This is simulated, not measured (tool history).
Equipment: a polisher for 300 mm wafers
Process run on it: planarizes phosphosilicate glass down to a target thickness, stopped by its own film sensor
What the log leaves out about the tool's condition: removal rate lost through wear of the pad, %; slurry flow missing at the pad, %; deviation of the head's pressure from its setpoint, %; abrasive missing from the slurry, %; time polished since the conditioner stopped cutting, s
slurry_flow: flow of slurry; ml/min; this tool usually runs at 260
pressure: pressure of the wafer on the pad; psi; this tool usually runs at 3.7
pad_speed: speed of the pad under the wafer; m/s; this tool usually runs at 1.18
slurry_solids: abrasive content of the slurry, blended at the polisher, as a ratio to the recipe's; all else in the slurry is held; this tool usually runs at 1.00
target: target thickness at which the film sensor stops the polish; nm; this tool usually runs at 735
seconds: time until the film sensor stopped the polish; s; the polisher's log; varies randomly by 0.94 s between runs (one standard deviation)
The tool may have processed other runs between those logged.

run,hour,slurry_flow,pressure,pad_speed,slurry_solids,target,wafers since the last listed run,wafers polished on this pad,hours since the slurry nozzle was cleaned,hours since the head pressure was calibrated,hours since the slurry blender was calibrated,hours since the conditioning disc was replaced,"incoming thickness of the incoming film, nm",seconds
1,0.0,260,3.7,1.18,1.00,735,0,237,228.9,212.4,55.2,149.0,1772.6,101.9
2,42.6,260,3.7,1.18,1.00,735,307,544,271.5,255.0,97.8,191.6,1786.3,108.8
# hour 68.2: slurry nozzle cleaned
3,112.0,260,3.7,1.18,1.00,735,493,1037,43.8,324.4,167.2,261.0,1794.7,111.0
4,190.1,305,3.7,1.18,1.00,735,563,1600,121.9,402.5,245.3,339.1,1797.0,116.9
# hour 195.1: worn pad replaced by a new one
5,278.9,260,3.7,1.04,1.00,735,611,604,210.7,491.3,334.1,427.9,1782.1,125.6
6,327.5,260,3.7,1.04,1.00,735,350,954,259.3,539.9,382.7,476.5,1802.3,132.9
# hour 371.2: conditioning disc replaced and pad reconditioned
# hour 391.4: slurry blender recalibrated
# hour 401.1: slurry nozzle cleaned
7,408.0,260,3.7,1.18,1.00,735,544,1498,6.9,620.4,16.6,36.8,1792.7,114.0
# hour 419.7: worn pad replaced by a new one
8,510.9,260,3.7,1.18,1.00,735,712,657,109.8,723.3,119.5,139.7,1778.6,107.1
9,573.7,180,3.7,1.18,1.00,978,452,1110,172.6,786.1,182.3,202.5,1804.9,93.3
# hour 649.4: worn pad replaced by a new one
10,649.9,260,3.7,1.18,1.00,735,520,3,248.8,862.3,258.5,278.7,1807.3,115.0
11,708.4,305,4.2,1.18,0.80,735,421,425,307.3,920.8,317.0,337.2,1795.7,111.1
# hour 723.1: slurry nozzle cleaned
# hour 747.9: head pressure recalibrated
12,748.8,210,3.7,1.18,1.00,400,269,694,25.7,0.9,357.4,377.6,1762.8,159.0
# hour 802.5: slurry blender recalibrated
13,805.2,260,4.6,1.18,1.00,735,392,1087,82.1,57.3,2.7,434.0,1752.0,86.9
# hour 869.8: worn pad replaced by a new one
14,879.6,350,3.7,1.08,0.85,1026,507,70,156.5,131.7,77.1,508.4,1799.5,86.8
15,933.2,260,3.7,1.18,0.85,1102,386,456,210.1,185.3,130.7,562.0,1792.9,76.6
16,1010.1,210,3.7,1.18,1.00,1049,554,1011,287.0,262.2,207.6,638.9,1824.3,83.7
# hour 1032.2: slurry nozzle cleaned
# hour 1049.0: conditioning disc replaced and pad reconditioned
# hour 1050.8: worn pad replaced by a new one
17,1051.3,210,3.7,1.18,1.00,1049,262,3,19.1,303.4,248.8,2.3,1816.2,84.8

3 options for the next run, each taken on its own from the tool as it stands now. Forecast them:
A,1051.7,260,3.7,1.18,1.00,735,2,6,19.5,303.8,249.2,2.7,1776.1,?
B,1051.7,315,3.7,1.18,1.15,735,2,6,19.5,303.8,249.2,2.7,1776.1,?
C,1051.7,260,3.7,1.18,0.75,735,2,6,19.5,303.8,249.2,2.7,1776.1,?

run,seconds
A,112.4
B,104.9
C,124.8
What these runs would have given with no unlogged condition in the tool:
run,seconds
A,103.9
B,97.3
C,114.5
